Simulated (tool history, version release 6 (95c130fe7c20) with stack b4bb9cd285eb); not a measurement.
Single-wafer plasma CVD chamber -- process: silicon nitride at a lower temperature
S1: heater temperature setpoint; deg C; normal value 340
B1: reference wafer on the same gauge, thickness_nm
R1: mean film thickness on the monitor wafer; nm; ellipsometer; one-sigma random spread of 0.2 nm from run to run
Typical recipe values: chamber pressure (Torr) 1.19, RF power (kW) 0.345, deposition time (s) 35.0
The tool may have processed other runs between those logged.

Run 1, hour 0.0: usual settings; B1 34.598. Result: R1 42.253 nm.
Run 2, hour 95.7: usual settings; B1 34.616. Result: R1 42.247 nm.
Run 3, hour 192.6: usual settings but deposition time (s) 32.8; B1 34.599. Result: R1 39.610 nm.
Run 4, hour 298.6: usual settings but deposition time (s) 32.8; B1 34.604. Result: R1 39.021 nm.
Run 5, hour 356.0: usual settings; B1 34.602. Result: R1 41.935 nm.
Run 6, hour 483.3: usual settings; B1 34.621. Result: R1 41.880 nm.
Run 7, hour 542.9: usual settings; B1 34.590. Result: R1 41.880 nm.
At hour 567.7: RF generator calibrated.
Run 8, hour 628.9: usual settings; B1 34.550. Result: R1 42.005 nm.
Run 9, hour 669.6: usual settings; B1 34.630. Result: R1 41.897 nm.
At hour 852.1: thermocouple changed; heater temperature recalibrated.
Run 10, hour 972.4: usual settings; B1 34.587. Result: R1 41.720 nm.
Run 11, hour 1043.2: usual settings; B1 34.591. Result: R1 41.932 nm.
Run 12, hour 1079.9: usual settings but chamber pressure (Torr) 0.97; B1 34.586. Result: R1 36.874 nm.
At hour 1099.0: gauge calibrated.
At hour 1118.9: showerhead replaced.
At hour 1271.6: capacitance manometer re-zeroed and calibrated.
Run 13, hour 1276.1: usual settings but chamber pressure (Torr) 0.97; B1 34.583. Result: R1 37.520 nm.
Run 14, hour 1320.2: usual settings but chamber pressure (Torr) 1.44, deposition time (s) 33.0; B1 34.589. Result: R1 43.836 nm.
Run 15, hour 1416.3: usual settings but S1 347 deg C, chamber pressure (Torr) 1.45, RF power (kW) 0.325, deposition time (s) 31.8; B1 34.604. Result: R1 41.197 nm.
Run 16, hour 1498.3: usual settings but S1 352 deg C, chamber pressure (Torr) 1.10, RF power (kW) 0.290; B1 34.593. Result: R1 36.966 nm.
Run 17, hour 1560.5: usual settings but RF power (kW) 0.325, deposition time (s) 38.0; B1 34.582. Result: R1 44.335 nm.
Run 18, hour 1661.1: usual settings but chamber pressure (Torr) 1.46; B1 34.588. Result: R1 46.529 nm.
At hour 1671.2: RF generator calibrated.
Run 19, hour 1721.0: usual settings but RF power (kW) 0.320; B1 34.577. Result: R1 40.304 nm.
Run 20, hour 1780.2: usual settings; B1 34.609. Result: R1 42.438 nm.
Run 21, hour 1852.5: usual settings but RF power (kW) 0.295; B1 34.603. Result: R1 38.709 nm.
Run 22, hour 1949.8: usual settings but RF power (kW) 0.285; B1 34.647. Result: R1 38.089 nm.

Run 23 is up next; what results do you expect?
Run 23, hour 2054.1: usual settings but chamber pressure (Torr) 1.30; B1 ?. Result: R1 ?.

Run 23 gave B1 34.625, R1 43.897 nm.
Minus the tool's unlogged condition, the same run would have read R1 44.525 nm.

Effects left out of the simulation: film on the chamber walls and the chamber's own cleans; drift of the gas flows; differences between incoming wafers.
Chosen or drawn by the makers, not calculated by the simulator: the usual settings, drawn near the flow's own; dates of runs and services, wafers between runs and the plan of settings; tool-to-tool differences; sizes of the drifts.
